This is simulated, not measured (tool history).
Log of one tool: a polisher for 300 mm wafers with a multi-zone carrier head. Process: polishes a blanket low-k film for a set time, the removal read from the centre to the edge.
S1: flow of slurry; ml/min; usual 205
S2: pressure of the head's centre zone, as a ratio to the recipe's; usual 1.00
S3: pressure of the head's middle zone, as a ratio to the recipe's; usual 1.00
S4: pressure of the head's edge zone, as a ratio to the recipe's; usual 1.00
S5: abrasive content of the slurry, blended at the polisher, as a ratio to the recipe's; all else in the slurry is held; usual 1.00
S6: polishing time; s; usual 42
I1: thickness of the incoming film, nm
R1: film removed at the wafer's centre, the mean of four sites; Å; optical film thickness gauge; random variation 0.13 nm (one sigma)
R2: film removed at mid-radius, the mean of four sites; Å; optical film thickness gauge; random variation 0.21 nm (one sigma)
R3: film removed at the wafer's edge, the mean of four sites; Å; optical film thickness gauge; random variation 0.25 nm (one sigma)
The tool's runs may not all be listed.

run	hour	S1	S2	S3	S4	S5	S6	I1	R1	R2	R3
1	0.0	205	1.00	1.00	1.00	1.00	42	769.5	157	162	156
2	7.6	205	1.00	1.00	1.00	1.00	42	774.9	153	166	160
3	23.8	205	1.00	1.00	1.00	1.00	42	796.0	157	161	159
4	31.5	205	1.00	1.00	1.00	1.00	42	782.1	154	163	157
5	48.6	205	1.00	1.00	1.00	1.00	42	771.8	155	162	156
6	64.3	205	1.00	1.00	1.00	1.00	42	771.2	152	158	161
7	74.1	205	1.00	1.00	1.00	1.00	35	786.3	126	134	130
8	86.5	205	1.00	1.00	1.00	1.00	42	790.7	152	154	153
9	104.4	205	1.00	1.00	1.00	1.00	42	788.7	122	129	135
10	111.0	205	1.00	1.00	1.00	1.00	42	781.6	122	128	140
11	121.2	170	1.00	1.00	1.00	0.85	42	796.3	87	96	113
12	138.2	205	1.00	1.00	1.00	1.00	42	781.3	171	176	172
13	155.0	260	1.00	1.00	1.00	1.00	42	778.4	181	185	177
14	162.1	205	1.00	1.00	1.00	1.00	42	774.9	170	175	169
15	173.3	205	1.00	1.00	1.00	1.00	42	791.3	172	174	169
16	182.9	135	1.00	1.00	1.00	1.25	42	770.5	150	164	168
17	190.5	205	1.00	1.00	1.04	0.70	42	772.9	127	132	131
18	200.3	205	1.11	1.00	0.91	1.15	42	775.1	205	191	177
19	215.5	205	1.00	1.00	1.09	0.70	42	792.0	128	129	131
20	228.9	175	0.89	0.94	1.00	1.25	42	765.0	160	176	185
21	241.9	205	1.00	1.00	1.00	1.00	42	780.6	167	173	170

Not shown: 7 entries that the log had between the listed runs. Between which runs, and how does the tool's hidden state differ before and after?
Between runs 2 and 3: worn pad replaced by a new one (hour 23.3)
  slurry flow missing at the pad, %: 35 -> 35.7
  measured less the result without the state, R1: -16 -> -16 Å; R2: -15 -> -15 Å; R3: -11 -> -11 Å
Between runs 8 and 9: worn pad replaced by a new one, of another model than before (hour 95.7); centre zone pressure recalibrated (hour 97.8); carrier head's membrane replaced by a new one (hour 103.9)
  slurry flow missing at the pad, %: 38.6 -> 39.4
  measured less the result without the state, R1: -19 -> -49 Å; R2: -17 -> -44 Å; R3: -12 -> -30 Å
Between runs 11 and 12: edge zone pressure recalibrated (hour 130.3); slurry nozzle cleaned (hour 134.7)
  slurry flow missing at the pad, %: 40.2 -> 0.47
  measured less the result without the state, R1: -57 -> +0 Å; R2: -51 -> +0 Å; R3: -35 -> +0 Å
Between runs 16 and 17: worn pad replaced by a new one (hour 188.9)
  slurry flow missing at the pad, %: 2.54 -> 2.9
  measured less the result without the state, R1: -2 -> -1 Å; R2: -2 -> -1 Å; R3: -2 -> -1 Å
